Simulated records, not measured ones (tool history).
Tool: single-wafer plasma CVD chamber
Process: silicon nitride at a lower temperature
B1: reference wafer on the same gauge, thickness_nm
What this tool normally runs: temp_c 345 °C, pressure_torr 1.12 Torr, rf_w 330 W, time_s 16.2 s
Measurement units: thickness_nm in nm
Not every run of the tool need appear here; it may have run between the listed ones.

run 1 hour=0.0 | temp_c=345 pressure_torr=1.12 rf_w=330 time_s=16.2 | B1=23.897 | thickness_nm=20.318
run 2 hour=10.5 | temp_c=345 pressure_torr=1.12 rf_w=330 time_s=17.0 | B1=23.903 | thickness_nm=21.383
run 3 hour=27.9 | temp_c=345 pressure_torr=1.12 rf_w=330 time_s=17.0 | B1=23.898 | thickness_nm=21.258
-- hour=38.4 thermocouple changed; heater temperature recalibrated
run 4 hour=45.5 | temp_c=345 pressure_torr=1.12 rf_w=330 time_s=17.0 | B1=23.893 | thickness_nm=21.447
run 5 hour=52.1 | temp_c=345 pressure_torr=0.94 rf_w=330 time_s=16.2 | B1=23.898 | thickness_nm=19.192
run 6 hour=65.2 | temp_c=345 pressure_torr=0.94 rf_w=330 time_s=16.2 | B1=23.899 | thickness_nm=19.158
run 7 hour=86.4 | temp_c=350 pressure_torr=1.12 rf_w=330 time_s=16.2 | B1=23.912 | thickness_nm=20.294
run 8 hour=101.4 | temp_c=345 pressure_torr=1.12 rf_w=330 time_s=16.2 | B1=23.915 | thickness_nm=20.196
run 9 hour=118.0 | temp_c=345 pressure_torr=1.36 rf_w=285 time_s=15.3 | B1=23.894 | thickness_nm=17.282
run 10 hour=126.1 | temp_c=345 pressure_torr=1.12 rf_w=330 time_s=16.2 | B1=23.892 | thickness_nm=20.211
-- hour=146.4 gauge calibrated
run 11 hour=167.2 | temp_c=339 pressure_torr=1.25 rf_w=380 time_s=17.4 | B1=23.916 | thickness_nm=25.732
run 12 hour=183.2 | temp_c=345 pressure_torr=1.01 rf_w=375 time_s=16.2 | B1=23.900 | thickness_nm=21.841
-- hour=194.0 RF generator calibrated
run 13 hour=194.5 | temp_c=333 pressure_torr=1.33 rf_w=370 time_s=13.0 | B1=23.892 | thickness_nm=20.193
run 14 hour=205.5 | temp_c=353 pressure_torr=1.00 rf_w=390 time_s=16.2 | B1=23.888 | thickness_nm=24.014
-- hour=221.8 showerhead replaced, of another model than before
-- hour=227.5 capacitance manometer re-zeroed and calibrated
run 15 hour=228.0 | temp_c=340 pressure_torr=1.12 rf_w=330 time_s=16.2 | B1=23.897 | thickness_nm=21.466
run 16 hour=228.3 | temp_c=336 pressure_torr=1.12 rf_w=375 time_s=17.1 | B1=23.917 | thickness_nm=24.497
run 17 hour=234.9 | temp_c=340 pressure_torr=1.00 rf_w=270 time_s=13.3 | B1=23.917 | thickness_nm=15.604
run 18 hour=251.8 | temp_c=345 pressure_torr=1.33 rf_w=270 time_s=13.5 | B1=23.885 | thickness_nm=16.760
run 19 hour=263.2 | temp_c=345 pressure_torr=1.12 rf_w=330 time_s=16.2 | B1=23.886 | thickness_nm=21.544
run 20 hour=316.7 | temp_c=345 pressure_torr=1.12 rf_w=280 time_s=16.2 | B1=23.921 | thickness_nm=19.704
run 21 hour=326.9 | temp_c=334 pressure_torr=0.85 rf_w=330 time_s=16.2 | B1=23.905 | thickness_nm=20.808
run 22 hour=379.0 | temp_c=345 pressure_torr=1.12 rf_w=330 time_s=16.2 | B1=23.911 | thickness_nm=21.527
run 23 hour=394.9 | temp_c=345 pressure_torr=1.12 rf_w=330 time_s=14.8 | B1=23.905 | thickness_nm=19.494
run 24 hour=403.0 | temp_c=345 pressure_torr=1.12 rf_w=365 time_s=15.2 | B1=23.859 | thickness_nm=21.173
run 25 hour=419.9 | temp_c=345 pressure_torr=1.12 rf_w=330 time_s=16.2 | B1=23.881 | thickness_nm=21.595
run 26 hour=434.1 | temp_c=345 pressure_torr=0.99 rf_w=330 time_s=19.3 | B1=23.917 | thickness_nm=25.192
run 27 hour=447.1 | temp_c=345 pressure_torr=1.12 rf_w=295 time_s=16.2 | B1=23.882 | thickness_nm=20.318
run 28 hour=461.8 | temp_c=345 pressure_torr=1.12 rf_w=375 time_s=18.3 | B1=23.896 | thickness_nm=25.984

Each row is a separate what-if for the run after 28, all from the same tool condition, not one after another. Results?
run A hour=462.2 | temp_c=345 pressure_torr=1.12 rf_w=330 time_s=16.2 | B1=? | thickness_nm=?
run B hour=462.2 | temp_c=340 pressure_torr=1.12 rf_w=305 time_s=17.6 | B1=? | thickness_nm=?
run C hour=462.2 | temp_c=358 pressure_torr=1.28 rf_w=330 time_s=16.2 | B1=? | thickness_nm=?
run D hour=462.2 | temp_c=345 pressure_torr=0.98 rf_w=385 time_s=16.2 | B1=? | thickness_nm=?
run E hour=462.2 | temp_c=336 pressure_torr=1.12 rf_w=330 time_s=13.5 | B1=? | thickness_nm=?

run=A B1=23.908 thickness_nm=21.478
run=B B1=23.908 thickness_nm=22.411
run=C B1=23.908 thickness_nm=21.845
run=D B1=23.908 thickness_nm=22.807
run=E B1=23.908 thickness_nm=17.963
Take away the tool's hidden state, keep each run's random variation, and the runs would have read:
run=A thickness_nm=21.689
run=B thickness_nm=22.631
run=C thickness_nm=22.059
run=D thickness_nm=23.022
run=E thickness_nm=18.139
